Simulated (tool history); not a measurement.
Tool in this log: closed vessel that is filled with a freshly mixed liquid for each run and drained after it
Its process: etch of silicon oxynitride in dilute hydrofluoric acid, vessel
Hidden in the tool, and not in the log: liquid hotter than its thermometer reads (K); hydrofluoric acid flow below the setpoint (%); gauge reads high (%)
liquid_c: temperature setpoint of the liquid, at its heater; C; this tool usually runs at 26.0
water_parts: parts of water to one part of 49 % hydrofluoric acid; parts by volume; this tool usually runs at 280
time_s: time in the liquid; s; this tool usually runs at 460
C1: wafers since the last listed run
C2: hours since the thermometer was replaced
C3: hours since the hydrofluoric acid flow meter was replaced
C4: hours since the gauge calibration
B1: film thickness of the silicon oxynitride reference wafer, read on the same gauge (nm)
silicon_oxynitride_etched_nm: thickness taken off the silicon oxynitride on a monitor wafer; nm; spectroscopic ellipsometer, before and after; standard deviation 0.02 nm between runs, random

Run 1, hour 0.0: usual settings but liquid_c 25.0 C; C1 0; C2 2168.4; C3 1828.9; C4 994.3; B1 150.01. Result: silicon_oxynitride_etched_nm 4.78 nm.
Run 2, hour 56.9: usual settings but liquid_c 25.0 C; C1 2862; C2 2225.3; C3 1885.8; C4 1051.2; B1 150.05. Result: silicon_oxynitride_etched_nm 4.75 nm.
Run 3, hour 93.8: usual settings; C1 1856; C2 2262.2; C3 1922.7; C4 1088.1; B1 149.98. Result: silicon_oxynitride_etched_nm 4.95 nm.
Run 4, hour 147.4: usual settings; C1 2696; C2 2315.8; C3 1976.3; C4 1141.7; B1 150.00. Result: silicon_oxynitride_etched_nm 4.92 nm.
Run 5, hour 203.3: usual settings; C1 2812; C2 2371.7; C3 2032.2; C4 1197.6; B1 150.02. Result: silicon_oxynitride_etched_nm 4.92 nm.
Run 6, hour 273.3: usual settings; C1 3521; C2 2441.7; C3 2102.2; C4 1267.6; B1 150.00. Result: silicon_oxynitride_etched_nm 4.92 nm.
Run 7, hour 299.9: usual settings; C1 1338; C2 2468.3; C3 2128.8; C4 1294.2; B1 150.02. Result: silicon_oxynitride_etched_nm 4.95 nm.
Run 8, hour 346.0: usual settings but liquid_c 29.0 C, time_s 295 s; C1 2319; C2 2514.4; C3 2174.9; C4 1340.3; B1 150.02. Result: silicon_oxynitride_etched_nm 3.57 nm.
At hour 393.3: hydrofluoric acid flow meter replaced.
Run 9, hour 405.0: usual settings but liquid_c 29.0 C, time_s 295 s; C1 2917; C2 2573.4; C3 11.7; C4 1399.3; B1 150.04. Result: silicon_oxynitride_etched_nm 3.69 nm.
Run 10, hour 441.7: usual settings but liquid_c 29.0 C, time_s 295 s; C1 1846; C2 2610.1; C3 48.4; C4 1436.0; B1 149.99. Result: silicon_oxynitride_etched_nm 3.68 nm.
Run 11, hour 479.4: usual settings; C1 1896; C2 2647.8; C3 86.1; C4 1473.7; B1 150.00. Result: silicon_oxynitride_etched_nm 5.08 nm.
Run 12, hour 525.0: usual settings but time_s 655 s; C1 2294; C2 2693.4; C3 131.7; C4 1519.3; B1 150.03. Result: silicon_oxynitride_etched_nm 7.26 nm.
At hour 534.3: thermometer replaced.
Run 13, hour 596.7: usual settings but time_s 655 s; C1 3556; C2 62.4; C3 203.4; C4 1591.0; B1 149.95. Result: silicon_oxynitride_etched_nm 7.24 nm.
Run 14, hour 637.8: usual settings but liquid_c 28.0 C, water_parts 140 parts by volume; C1 2067; C2 103.5; C3 244.5; C4 1632.1; B1 149.98. Result: silicon_oxynitride_etched_nm 12.42 nm.
At hour 663.6: gauge calibrated.
Run 15, hour 698.1: usual settings but liquid_c 22.0 C, time_s 295 s; C1 3033; C2 163.8; C3 304.8; C4 34.5; B1 150.02. Result: silicon_oxynitride_etched_nm 2.73 nm.
Run 16, hour 749.6: usual settings but liquid_c 28.0 C, water_parts 140 parts by volume; C1 2590; C2 215.3; C3 356.3; C4 86.0; B1 150.04. Result: silicon_oxynitride_etched_nm 12.32 nm.
Run 17, hour 784.5: usual settings but time_s 340 s; C1 1755; C2 250.2; C3 391.2; C4 120.9; B1 149.96. Result: silicon_oxynitride_etched_nm 3.74 nm.
Run 18, hour 828.4: usual settings but liquid_c 23.5 C, water_parts 155 parts by volume; C1 2208; C2 294.1; C3 435.1; C4 164.8; B1 150.01. Result: silicon_oxynitride_etched_nm 8.98 nm.
Run 19, hour 863.2: usual settings but water_parts 160 parts by volume, time_s 370 s; C1 1750; C2 328.9; C3 469.9; C4 199.6; B1 150.00. Result: silicon_oxynitride_etched_nm 7.76 nm.
Run 20, hour 900.6: usual settings but liquid_c 23.5 C, time_s 350 s; C1 1881; C2 366.3; C3 507.3; C4 237.0; B1 150.00. Result: silicon_oxynitride_etched_nm 3.47 nm.
Run 21, hour 958.5: usual settings but liquid_c 28.0 C, water_parts 235 parts by volume, time_s 355 s; C1 2912; C2 424.2; C3 565.2; C4 294.9; B1 150.02. Result: silicon_oxynitride_etched_nm 5.18 nm.
Run 22, hour 991.2: usual settings; C1 1645; C2 456.9; C3 597.9; C4 327.6; B1 149.95. Result: silicon_oxynitride_etched_nm 5.03 nm.
Run 23, hour 1045.8: usual settings but liquid_c 27.5 C, water_parts 335 parts by volume, time_s 695 s; C1 2746; C2 511.5; C3 652.5; C4 382.2; B1 150.00. Result: silicon_oxynitride_etched_nm 6.44 nm.
Run 24, hour 1086.8: usual settings but liquid_c 27.5 C; C1 2062; C2 552.5; C3 693.5; C4 423.2; B1 150.05. Result: silicon_oxynitride_etched_nm 5.39 nm.
Run 25, hour 1122.3: usual settings but liquid_c 23.0 C; C1 1785; C2 588.0; C3 729.0; C4 458.7; B1 150.01. Result: silicon_oxynitride_etched_nm 4.42 nm.
Run 26, hour 1148.0: usual settings but liquid_c 29.5 C; C1 1292; C2 613.7; C3 754.7; C4 484.4; B1 150.04. Result: silicon_oxynitride_etched_nm 5.79 nm.
Run 27, hour 1177.4: usual settings but water_parts 370 parts by volume, time_s 310 s; C1 1479; C2 643.1; C3 784.1; C4 513.8; B1 149.99. Result: silicon_oxynitride_etched_nm 2.42 nm.
Run 28, hour 1204.5: usual settings; C1 1363; C2 670.2; C3 811.2; C4 540.9; B1 150.01. Result: silicon_oxynitride_etched_nm 5.02 nm.
Run 29, hour 1250.8: usual settings but water_parts 240 parts by volume, time_s 380 s; C1 2329; C2 716.5; C3 857.5; C4 587.2; B1 150.00. Result: silicon_oxynitride_etched_nm 4.98 nm.
Run 30, hour 1292.1: usual settings but liquid_c 29.0 C, time_s 295 s; C1 2077; C2 757.8; C3 898.8; C4 628.5; B1 149.95. Result: silicon_oxynitride_etched_nm 3.63 nm.
Run 31, hour 1325.7: usual settings but liquid_c 27.5 C, water_parts 335 parts by volume, time_s 695 s; C1 1690; C2 791.4; C3 932.4; C4 662.1; B1 150.06. Result: silicon_oxynitride_etched_nm 6.44 nm.
Run 32, hour 1372.6: usual settings but liquid_c 29.0 C, water_parts 405 parts by volume, time_s 710 s; C1 2359; C2 838.3; C3 979.3; C4 709.0; B1 150.04. Result: silicon_oxynitride_etched_nm 5.50 nm.

Had the tool no unlogged condition, and each run kept its random variation, what would the results have been?
run  silicon_oxynitride_etched_nm
  1                          4.93
  2                          4.90
  3                          5.11
  4                          5.09
  5                          5.09
  6                          5.09
  7                          5.13
  8                          3.70
  9                          3.70
 10                          3.69
 11                          5.09
 12                          7.29
 13                          7.27
 14                         12.48
 15                          2.75
 16                         12.39
 17                          3.77
 18                          9.04
 19                          7.82
 20                          3.50
 21                          5.24
 22                          5.08
 23                          6.52
 24                          5.45
 25                          4.48
 26                          5.87
 27                          2.45
 28                          5.09
 29                          5.05
 30                          3.68
 31                          6.55
 32                          5.60
